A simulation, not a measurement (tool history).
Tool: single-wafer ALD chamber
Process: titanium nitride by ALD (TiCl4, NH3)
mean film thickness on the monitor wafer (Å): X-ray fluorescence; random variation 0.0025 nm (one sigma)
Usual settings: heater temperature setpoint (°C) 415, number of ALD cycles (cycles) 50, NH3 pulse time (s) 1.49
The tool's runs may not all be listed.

run   hour  heater temperature setpoint (°C)  number of ALD cycles (cycles)  NH3 pulse time (s)  wafers since the last listed run  hours since the last thermocouple change  hours since the showerhead was replaced  hours since the gauge calibration  read-back reference wafer on the same gauge, thickness_nm  mean film thickness on the monitor wafer (Å)
  1      0                               425                             50                1.49                                 0                                     660.8                                   5341.3                              452.5                                                        0.9                                         10.19
  2   45.5                               415                             50                1.49                               152                                     706.3                                   5386.8                                498                                                        0.9                                         10.12
  3  105.3                               415                             50                1.49                               200                                     766.1                                   5446.6                              557.8                                                        0.9                                         10.11
  4  151.6                               415                             50                1.49                               155                                     812.4                                   5492.9                              604.1                                                        0.9                                         10.15
  5  195.1                               415                             52                1.69                               146                                     855.9                                   5536.4                              647.6                                                        0.9                                         10.63
  6  228.5                               415                             52                1.69                               112                                     889.3                                   5569.8                                681                                                        0.9                                          10.6
     234.6  -- gauge calibrated
  7  270.8                               415                             52                1.69                               142                                     931.6                                   5612.1                               36.2                                                        0.9                                         10.61
  8  299.8                               415                             50                1.49                                97                                     960.6                                   5641.1                               65.2                                                        0.9                                         10.16
     313.4  -- showerhead replaced
  9  365.9                               415                             50                1.36                               195                                    1026.7                                     52.5                              131.3                                                      0.899                                         10.09
 10  408.5                               415                             53                1.12                               143                                    1069.3                                     95.1                              173.9                                                        0.9                                         10.55
 11  448.4                               405                             56                2.03                               133                                    1109.2                                      135                              213.8                                                        0.9                                         11.45
 12  474.2                               415                             50                1.49                                86                                      1135                                    160.8                              239.6                                                        0.9                                         10.16
 13  545.1                               415                             50                1.49                               238                                    1205.9                                    231.7                              310.5                                                        0.9                                         10.12
     553.1  -- thermocouple changed; heater temperature recalibrated
 14  581.5                               419                             58                1.49                                95                                      28.4                                    268.1                              346.9                                                      0.899                                         11.76
 15  625.8                               420                             50                1.11                               148                                      72.7                                    312.4                              391.2                                                        0.9                                          9.99
 16  651.8                               402                             59                1.06                                87                                      98.7                                    338.4                              417.2                                                      0.899                                         11.58
 17    687                               410                             55                1.49                               118                                     133.9                                    373.6                              452.4                                                        0.9                                         11.11
 18  718.6                               425                             58                2.06                               106                                     165.5                                    405.2                                484                                                        0.9                                         11.92
 19    769                               415                             53                1.12                               169                                     215.9                                    455.6                              534.4                                                        0.9                                         10.56

5 ways to go on from here, each from the tool as it stands after run 19. What would each give?
  A  769.5                               415                             50                1.49                                 1                                     216.4                                    456.1                              534.9                                                          ?                                             ?
  B  769.5                               402                             45                1.32                                 1                                     216.4                                    456.1                              534.9                                                          ?                                             ?
  C  769.5                               415                             46                1.49                                 1                                     216.4                                    456.1                              534.9                                                          ?                                             ?
  D  769.5                               415                             50                0.93                                 1                                     216.4                                    456.1                              534.9                                                          ?                                             ?
  E  769.5                               415                             50                1.92                                 1                                     216.4                                    456.1                              534.9                                                          ?                                             ?

run  read-back reference wafer on the same gauge, thickness_nm  mean film thickness on the monitor wafer (Å)
  A                                                        0.9                                         10.18
  B                                                        0.9                                          9.03
  C                                                        0.9                                          9.36
  D                                                        0.9                                          9.88
  E                                                        0.9                                         10.28
Without the tool's hidden state the same runs would have given:
run  mean film thickness on the monitor wafer (Å)
  A                                         10.18
  B                                          9.03
  C                                          9.36
  D                                          9.88
  E                                         10.28
